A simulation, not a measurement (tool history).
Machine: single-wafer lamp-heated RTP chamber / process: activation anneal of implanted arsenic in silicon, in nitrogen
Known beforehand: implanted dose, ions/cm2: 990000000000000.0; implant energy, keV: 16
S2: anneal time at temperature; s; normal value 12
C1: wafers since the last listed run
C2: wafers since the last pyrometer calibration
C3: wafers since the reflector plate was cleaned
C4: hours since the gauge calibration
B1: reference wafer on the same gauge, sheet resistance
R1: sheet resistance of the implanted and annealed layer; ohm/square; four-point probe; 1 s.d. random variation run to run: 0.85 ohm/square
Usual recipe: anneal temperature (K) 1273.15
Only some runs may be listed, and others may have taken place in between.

{"run": 1, "hour": 0.0, "anneal temperature (K)": 1296.15, "S2": 9, "C1": 0, "C2": 2314, "C3": 852, "C4": 1311.7, "B1": 141.95, "R1": 144.73}
{"run": 2, "hour": 48.7, "anneal temperature (K)": 1273.15, "S2": 12, "C1": 590, "C2": 2904, "C3": 1442, "C4": 1360.4, "B1": 141.97, "R1": 149.44}
{"run": 3, "hour": 76.9, "anneal temperature (K)": 1273.15, "S2": 12, "C1": 341, "C2": 3246, "C3": 1784, "C4": 1388.6, "B1": 141.89, "R1": 147.37}
{"run": 4, "hour": 133.1, "anneal temperature (K)": 1273.15, "S2": 12, "C1": 681, "C2": 3928, "C3": 2466, "C4": 1444.8, "B1": 142.01, "R1": 147.51}
{"run": 5, "hour": 163.5, "anneal temperature (K)": 1273.15, "S2": 9, "C1": 368, "C2": 4297, "C3": 2834, "C4": 1475.2, "B1": 141.82, "R1": 151.83}
{"run": 6, "hour": 223.7, "anneal temperature (K)": 1273.15, "S2": 9, "C1": 730, "C2": 5027, "C3": 3564, "C4": 1535.4, "B1": 141.96, "R1": 151.05}
{"run": 7, "hour": 269.7, "anneal temperature (K)": 1273.15, "S2": 9, "C1": 557, "C2": 5584, "C3": 4122, "C4": 1581.4, "B1": 142.29, "R1": 151.41}
{"run": 8, "hour": 299.5, "anneal temperature (K)": 1273.15, "S2": 12, "C1": 361, "C2": 5946, "C3": 4484, "C4": 1611.2, "B1": 142.18, "R1": 147.53}
{"run": 9, "hour": 339.1, "anneal temperature (K)": 1273.15, "S2": 12, "C1": 480, "C2": 6426, "C3": 4964, "C4": 1650.8, "B1": 142.32, "R1": 145.75}
{"run": 10, "hour": 397.3, "anneal temperature (K)": 1294.15, "S2": 12, "C1": 705, "C2": 7132, "C3": 5669, "C4": 1709, "B1": 141.91, "R1": 137.99}
{"run": 11, "hour": 461.6, "anneal temperature (K)": 1294.15, "S2": 12, "C1": 779, "C2": 7912, "C3": 6449, "C4": 1773.3, "B1": 142.04, "R1": 137.51}
{"hour": 488.4, "done": "pyrometer window cleaned and pyrometer calibrated"}
{"run": 12, "hour": 493.2, "anneal temperature (K)": 1273.15, "S2": 12, "C1": 286, "C2": 58, "C3": 6735, "C4": 1804.9, "B1": 142.27, "R1": 151.16}
{"run": 13, "hour": 562.3, "anneal temperature (K)": 1273.15, "S2": 12, "C1": 837, "C2": 896, "C3": 7573, "C4": 1874, "B1": 142.36, "R1": 150.23}
{"hour": 573.6, "done": "gauge calibrated"}
{"run": 14, "hour": 613.4, "anneal temperature (K)": 1273.15, "S2": 12, "C1": 619, "C2": 1516, "C3": 8193, "C4": 39.8, "B1": 142.45, "R1": 149.19}
{"run": 15, "hour": 675.6, "anneal temperature (K)": 1273.15, "S2": 12, "C1": 754, "C2": 2270, "C3": 8947, "C4": 102, "B1": 142.22, "R1": 148.92}
{"hour": 703.0, "done": "reflector plate cleaned"}
{"run": 16, "hour": 726.5, "anneal temperature (K)": 1273.15, "S2": 12, "C1": 520, "C2": 2790, "C3": 284, "C4": 152.9, "B1": 141.73, "R1": 149.52}
{"run": 17, "hour": 787.9, "anneal temperature (K)": 1273.15, "S2": 12, "C1": 744, "C2": 3535, "C3": 1029, "C4": 214.3, "B1": 142.15, "R1": 149.2}
{"run": 18, "hour": 818.8, "anneal temperature (K)": 1273.15, "S2": 17, "C1": 374, "C2": 3910, "C3": 1404, "C4": 245.2, "B1": 141.99, "R1": 141.69}
{"run": 19, "hour": 871.3, "anneal temperature (K)": 1298.15, "S2": 14, "C1": 636, "C2": 4546, "C3": 2040, "C4": 297.7, "B1": 142.12, "R1": 135.13}
{"run": 20, "hour": 928.5, "anneal temperature (K)": 1273.15, "S2": 12, "C1": 693, "C2": 5240, "C3": 2734, "C4": 354.9, "B1": 141.75, "R1": 148.66}
{"run": 21, "hour": 1000.0, "anneal temperature (K)": 1273.15, "S2": 7, "C1": 867, "C2": 6107, "C3": 3601, "C4": 426.4, "B1": 141.91, "R1": 154.39}
{"run": 22, "hour": 1069.6, "anneal temperature (K)": 1249.15, "S2": 7, "C1": 844, "C2": 6951, "C3": 4445, "C4": 496, "B1": 142.11, "R1": 162.08}
{"run": 23, "hour": 1106.2, "anneal temperature (K)": 1256.15, "S2": 5, "C1": 443, "C2": 7395, "C3": 4889, "C4": 532.6, "B1": 141.86, "R1": 163.61}
{"run": 24, "hour": 1168.6, "anneal temperature (K)": 1291.15, "S2": 17, "C1": 756, "C2": 8152, "C3": 5645, "C4": 595, "B1": 141.97, "R1": 132.74}
{"run": 25, "hour": 1195.1, "anneal temperature (K)": 1301.15, "S2": 10, "C1": 321, "C2": 8473, "C3": 5967, "C4": 621.5, "B1": 142.06, "R1": 137.52}
{"hour": 1217.9, "done": "pyrometer window cleaned and pyrometer calibrated"}
{"run": 26, "hour": 1219.3, "anneal temperature (K)": 1298.15, "S2": 8, "C1": 196, "C2": 16, "C3": 6163, "C4": 645.7, "B1": 141.75, "R1": 146.34}
{"run": 27, "hour": 1287.4, "anneal temperature (K)": 1296.15, "S2": 9, "C1": 825, "C2": 842, "C3": 6989, "C4": 713.8, "B1": 142.33, "R1": 145.02}
{"run": 28, "hour": 1337.1, "anneal temperature (K)": 1284.15, "S2": 9, "C1": 602, "C2": 1445, "C3": 7592, "C4": 763.5, "B1": 141.91, "R1": 150.22}
{"run": 29, "hour": 1363.9, "anneal temperature (K)": 1273.15, "S2": 7, "C1": 324, "C2": 1770, "C3": 7917, "C4": 790.3, "B1": 142.1, "R1": 157.09}
{"run": 30, "hour": 1390.7, "anneal temperature (K)": 1273.15, "S2": 12, "C1": 324, "C2": 2095, "C3": 8242, "C4": 817.1, "B1": 142.04, "R1": 149.09}
{"run": 31, "hour": 1428.4, "anneal temperature (K)": 1273.15, "S2": 6, "C1": 457, "C2": 2552, "C3": 8699, "C4": 854.8, "B1": 142.02, "R1": 158.69}
{"run": 32, "hour": 1453.3, "anneal temperature (K)": 1273.15, "S2": 15, "C1": 301, "C2": 2854, "C3": 9001, "C4": 879.7, "B1": 141.99, "R1": 145.53}
{"hour": 1516.9, "done": "reflector plate cleaned"}
{"run": 33, "hour": 1517.4, "anneal temperature (K)": 1243.15, "S2": 12, "C1": 680, "C2": 3534, "C3": 6, "C4": 943.8, "B1": 142.09, "R1": 160.94}
{"run": 34, "hour": 1550.3, "anneal temperature (K)": 1273.15, "S2": 12, "C1": 398, "C2": 3933, "C3": 405, "C4": 976.7, "B1": 141.92, "R1": 148.82}
{"run": 35, "hour": 1591.0, "anneal temperature (K)": 1273.15, "S2": 18, "C1": 493, "C2": 4427, "C3": 899, "C4": 1017.4, "B1": 141.91, "R1": 142.93}

Below, some changes in R1 between adjacent runs. For each, the amount present without the hidden state too (settings, incoming material, random variation) and the amount remaining for the hidden state with gauge scatter not shared by both compared results:
Unlogged tool condition in this case: true wafer temperature minus pyrometer reading, K; wafer temperature error from the tarnished reflector plate, K; gauge reads high (%).
Run 11 -> 12: anneal temperature (K) 1294.15 -> 1273.15, pyrometer window cleaned and pyrometer calibrated. R1 +13.65 ohm/square: hidden state +4.74, all else +8.91.
Run 19 -> 20: anneal temperature (K) 1298.15 -> 1273.15, S2 14 -> 12. R1 +13.53 ohm/square: hidden state -1.01, all else +14.54.
Run 23 -> 24: anneal temperature (K) 1256.15 -> 1291.15, S2 5 -> 17. R1 -30.87 ohm/square: hidden state -0.6, all else -30.27.
Run 25 -> 26: anneal temperature (K) 1301.15 -> 1298.15, S2 10 -> 8, pyrometer window cleaned and pyrometer calibrated. R1 +8.82 ohm/square: hidden state +4.82, all else +4.
Run 32 -> 33: anneal temperature (K) 1273.15 -> 1243.15, S2 15 -> 12, reflector plate cleaned. R1 +15.41 ohm/square: hidden state -0.36, all else +15.77.

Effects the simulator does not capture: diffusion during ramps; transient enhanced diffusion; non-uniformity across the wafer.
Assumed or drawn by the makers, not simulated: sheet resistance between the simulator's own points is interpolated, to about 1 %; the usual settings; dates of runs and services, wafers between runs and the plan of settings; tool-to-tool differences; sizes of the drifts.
